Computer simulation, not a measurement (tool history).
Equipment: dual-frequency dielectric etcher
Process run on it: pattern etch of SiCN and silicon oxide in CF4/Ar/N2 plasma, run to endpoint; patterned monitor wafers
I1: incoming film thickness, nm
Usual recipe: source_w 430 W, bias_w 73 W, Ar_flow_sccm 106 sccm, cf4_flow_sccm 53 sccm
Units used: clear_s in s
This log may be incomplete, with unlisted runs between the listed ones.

Run 1, hour 0: usual settings; I1 13.52. Result: clear_s 15.5 s.
Run 2, hour 26.4: usual settings; I1 13.68. Result: clear_s 15.7 s.
Run 3, hour 108.9: usual settings; I1 13.6. Result: clear_s 15.7 s.
Run 4, hour 126.7: usual settings; I1 13.53. Result: clear_s 15.5 s.
Run 5, hour 141.6: usual settings but Ar_flow_sccm 125 sccm; I1 13.48. Result: clear_s 15.9 s.
Run 6, hour 166.7: usual settings but Ar_flow_sccm 125 sccm; I1 13.63. Result: clear_s 16.2 s.
At hour 208: upper electrode replaced, of another model than before.
Run 7, hour 208.5: usual settings but Ar_flow_sccm 125 sccm; I1 13.54. Result: clear_s 16.1 s.
At hour 214.4: bias power generator calibrated.
Run 8, hour 214.9: usual settings but bias_w 85 W; I1 13.53. Result: clear_s 15.1 s.
At hour 219.9: source power generator calibrated.
Run 9, hour 243.8: usual settings but bias_w 85 W; I1 13.67. Result: clear_s 15.1 s.
Run 10, hour 259.3: usual settings; I1 13.68. Result: clear_s 15.9 s.
At hour 284.1: CF4 flow controller replaced.
At hour 311.5: wet clean of the chamber.
Run 11, hour 312: usual settings; I1 13.45. Result: clear_s 15.5 s.
Run 12, hour 323.8: usual settings but bias_w 62 W, Ar_flow_sccm 115 sccm; I1 13.49. Result: clear_s 16.3 s.
Run 13, hour 340.1: usual settings but source_w 530 W, bias_w 66 W, Ar_flow_sccm 122 sccm, cf4_flow_sccm 42 sccm; I1 13.5. Result: clear_s 14.7 s.
Run 14, hour 357: usual settings; I1 13.43. Result: clear_s 15.3 s.
Run 15, hour 384.4: usual settings; I1 13.42. Result: clear_s 15.4 s.
Run 16, hour 416.7: usual settings but source_w 540 W, Ar_flow_sccm 121 sccm; I1 13.49. Result: clear_s 13.6 s.
Run 17, hour 451.3: usual settings; I1 13.5. Result: clear_s 15.5 s.
At hour 460.3: Ar flow controller replaced.
Run 18, hour 468: usual settings but source_w 390 W, Ar_flow_sccm 115 sccm; I1 13.52. Result: clear_s 16.8 s.
Run 19, hour 482.7: usual settings but Ar_flow_sccm 89 sccm; I1 13.47. Result: clear_s 15.1 s.
Run 20, hour 498.7: usual settings but source_w 360 W, Ar_flow_sccm 119 sccm; I1 13.41. Result: clear_s 17.6 s.
Run 21, hour 533.1: usual settings but source_w 390 W, cf4_flow_sccm 49 sccm; I1 13.5. Result: clear_s 16.8 s.
Run 22, hour 564.9: usual settings but source_w 540 W, cf4_flow_sccm 40 sccm; I1 13.42. Result: clear_s 14.1 s.
Run 23, hour 589.4: usual settings but Ar_flow_sccm 125 sccm; I1 13.48. Result: clear_s 16 s.

5 ways to go on from here, each from the tool as it stands after run 23. What would each give?
Run A, hour 589.8: usual settings but bias_w 80 W; I1 13.58. Result: clear_s ?.
Run B, hour 589.8: usual settings but source_w 460 W, bias_w 65 W, Ar_flow_sccm 117 sccm, cf4_flow_sccm 49 sccm; I1 13.58. Result: clear_s ?.
Run C, hour 589.8: usual settings but bias_w 80 W, Ar_flow_sccm 121 sccm; I1 13.58. Result: clear_s ?.
Run D, hour 589.8: usual settings but source_w 360 W, cf4_flow_sccm 61 sccm; I1 13.58. Result: clear_s ?.
Run E, hour 589.8: usual settings but bias_w 90 W, Ar_flow_sccm 129 sccm; I1 13.58. Result: clear_s ?.

run  clear_s
  A     15.3
  B       16
  C     15.6
  D     17.2
  E     15.3
What these runs would have given with no unlogged condition in the tool:
run  clear_s
  A     15.2
  B     15.8
  C     15.5
  D       17
  E     15.2

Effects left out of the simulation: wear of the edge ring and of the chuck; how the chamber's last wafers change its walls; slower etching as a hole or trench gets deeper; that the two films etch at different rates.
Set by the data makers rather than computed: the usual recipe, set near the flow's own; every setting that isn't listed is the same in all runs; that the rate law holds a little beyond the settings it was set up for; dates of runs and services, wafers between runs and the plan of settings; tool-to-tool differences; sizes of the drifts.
